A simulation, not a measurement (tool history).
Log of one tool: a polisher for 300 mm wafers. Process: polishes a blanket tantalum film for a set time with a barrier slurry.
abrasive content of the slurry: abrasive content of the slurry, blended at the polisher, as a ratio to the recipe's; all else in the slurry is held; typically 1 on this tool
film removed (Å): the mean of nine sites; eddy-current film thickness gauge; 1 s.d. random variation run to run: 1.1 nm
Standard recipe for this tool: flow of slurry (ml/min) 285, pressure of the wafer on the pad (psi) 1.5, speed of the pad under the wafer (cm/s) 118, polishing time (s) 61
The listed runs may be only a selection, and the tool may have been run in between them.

| run | day | flow of slurry (ml/min) | pressure of the wafer on the pad (psi) | speed of the pad under the wafer (cm/s) | abrasive content of the slurry | polishing time (s) | wafers since the last listed run | wafers polished on this pad | hours since the slurry nozzle was cleaned | hours since the head pressure was calibrated | hours since the slurry blender was calibrated | incoming thickness of the incoming film, nm | film removed (Å) |
|---|---|---|---|---|---|---|---|---|---|---|---|---|---|
| 1 | 0 | 285 | 1.5 | 118 | 1 | 61 | 0 | 2395 | 31.6 | 134 | 686.8 | 289.6 | 968 |
|  | 1.821 | slurry blender recalibrated |
| 2 | 3.1 | 285 | 1.5 | 130 | 1 | 52 | 913 | 3308 | 106 | 208.4 | 30.7 | 290.4 | 871 |
| 3 | 5.662 | 285 | 1.5 | 130 | 1 | 52 | 775 | 4084 | 167.5 | 269.9 | 92.2 | 294.9 | 908 |
| 4 | 7.329 | 285 | 1.5 | 118 | 1 | 61 | 504 | 4588 | 207.5 | 309.9 | 132.2 | 294.7 | 970 |
| 5 | 19.2 | 285 | 1.5 | 118 | 1 | 61 | 3594 | 8183 | 492.4 | 594.8 | 417.1 | 286.5 | 945 |
|  | 20.392 | worn pad replaced by a new one |
|  | 25.942 | head pressure recalibrated |
|  | 27.967 | slurry nozzle cleaned |
| 6 | 29.846 | 285 | 1.5 | 118 | 1 | 61 | 3134 | 2824 | 45.1 | 93.7 | 672.6 | 287.8 | 965 |
|  | 31.421 | slurry blender recalibrated |
| 7 | 31.746 | 285 | 1.5 | 118 | 1 | 61 | 550 | 3374 | 90.7 | 139.3 | 7.8 | 288.2 | 946 |
| 8 | 35.554 | 285 | 1.5 | 118 | 1 | 61 | 1153 | 4528 | 182.1 | 230.7 | 99.2 | 290.5 | 944 |
| 9 | 40.7 | 285 | 1.5 | 118 | 0.8 | 52 | 1558 | 6086 | 305.6 | 354.2 | 222.7 | 291.3 | 769 |
| 10 | 44.358 | 285 | 1.5 | 118 | 1 | 61 | 1107 | 7193 | 393.4 | 442 | 310.5 | 291.7 | 941 |
| 11 | 48.688 | 285 | 1.5 | 118 | 1 | 61 | 1310 | 8504 | 497.3 | 545.9 | 414.4 | 292.4 | 930 |
|  | 49.583 | worn pad replaced by a new one |
| 12 | 52.108 | 360 | 1.5 | 136 | 1 | 61 | 985 | 764 | 579.4 | 628 | 496.5 | 294.9 | 1087 |
| 13 | 54.371 | 285 | 1.5 | 118 | 1.2 | 61 | 685 | 1449 | 633.7 | 682.3 | 550.8 | 290.8 | 966 |
|  | 55.796 | head pressure recalibrated |
|  | 56.242 | slurry nozzle cleaned |
| 14 | 58.371 | 285 | 1.5 | 118 | 1 | 61 | 1173 | 2622 | 51.1 | 61.8 | 646.8 | 289.9 | 959 |
| 15 | 60.1 | 285 | 1.5 | 130 | 1 | 52 | 523 | 3146 | 92.6 | 103.3 | 688.3 | 287.9 | 891 |
|  | 64.358 | slurry blender recalibrated |
| 16 | 69.692 | 200 | 1.5 | 118 | 1 | 61 | 2878 | 6025 | 322.8 | 333.5 | 128 | 290.4 | 926 |
| 17 | 73.012 | 285 | 1.5 | 118 | 1 | 61 | 1005 | 7030 | 402.5 | 413.2 | 207.7 | 290.2 | 945 |
|  | 77.196 | worn pad replaced by a new one |
| 18 | 77.254 | 285 | 1.6 | 118 | 1 | 61 | 1233 | 18 | 504.3 | 515 | 309.5 | 286 | 1015 |
| 19 | 79.65 | 285 | 1.3 | 118 | 1.15 | 61 | 725 | 743 | 561.8 | 572.5 | 367 | 292.7 | 838 |
| 20 | 82.354 | 285 | 1.5 | 118 | 1 | 61 | 818 | 1562 | 626.7 | 637.4 | 431.9 | 286.5 | 939 |
|  | 83.071 | head pressure recalibrated |
| 21 | 86.708 | 310 | 1.5 | 118 | 0.85 | 61 | 1293 | 2855 | 731.2 | 87.3 | 536.4 | 291.4 | 875 |
| 22 | 90.317 | 285 | 1.5 | 118 | 1 | 61 | 1092 | 3947 | 817.8 | 173.9 | 623 | 292.1 | 908 |
|  | 90.588 | slurry nozzle cleaned |
|  | 93.488 | slurry blender recalibrated |
| 23 | 94.258 | 285 | 1.5 | 118 | 1 | 73 | 1155 | 5103 | 88.1 | 268.5 | 18.5 | 292.4 | 1137 |
| 24 | 97.529 | 250 | 1.5 | 118 | 1 | 61 | 990 | 6093 | 166.6 | 347 | 97 | 291.1 | 951 |
| 25 | 99.167 | 285 | 1.1 | 118 | 1 | 61 | 495 | 6589 | 205.9 | 386.3 | 136.3 | 287.5 | 716 |
| 26 | 102.988 | 285 | 1.5 | 118 | 1 | 67 | 1156 | 7746 | 297.6 | 478 | 228 | 289.2 | 1075 |
| 27 | 105.271 | 285 | 1.5 | 118 | 1 | 61 | 691 | 8437 | 352.4 | 532.8 | 282.8 | 292.7 | 938 |
| 28 | 107.308 | 200 | 1.5 | 118 | 1 | 61 | 616 | 9054 | 401.3 | 581.7 | 331.7 | 289.8 | 940 |
|  | 107.771 | worn pad replaced by a new one |
| 29 | 111.488 | 360 | 1.5 | 118 | 1 | 61 | 1214 | 1125 | 501.6 | 682 | 432 | 289.3 | 974 |
| 30 | 113.992 | 285 | 1.5 | 118 | 1 | 61 | 758 | 1884 | 561.7 | 742.1 | 492.1 | 292.7 | 945 |

Consider 4 possible next runs. They are alternatives, not a sequence: every one starts from the tool as it was left by run 30. What does each give?
| A | 114.008 | 285 | 1.5 | 146 | 1 | 61 | 5 | 1889 | 562.1 | 742.5 | 492.5 | 290.3 | ? |
| B | 114.008 | 190 | 1.3 | 118 | 0.9 | 61 | 5 | 1889 | 562.1 | 742.5 | 492.5 | 290.3 | ? |
| C | 114.008 | 285 | 1.2 | 118 | 0.8 | 61 | 5 | 1889 | 562.1 | 742.5 | 492.5 | 290.3 | ? |
| D | 114.008 | 285 | 1.2 | 118 | 1.2 | 61 | 5 | 1889 | 562.1 | 742.5 | 492.5 | 290.3 | ? |

| run | film removed (Å) |
|---|---|
| A | 1111 |
| B | 750 |
| C | 704 |
| D | 791 |
Without the tool's unlogged condition, the same runs would have read:
| run | film removed (Å) |
|---|---|
| A | 1137 |
| B | 774 |
| C | 721 |
| D | 809 |
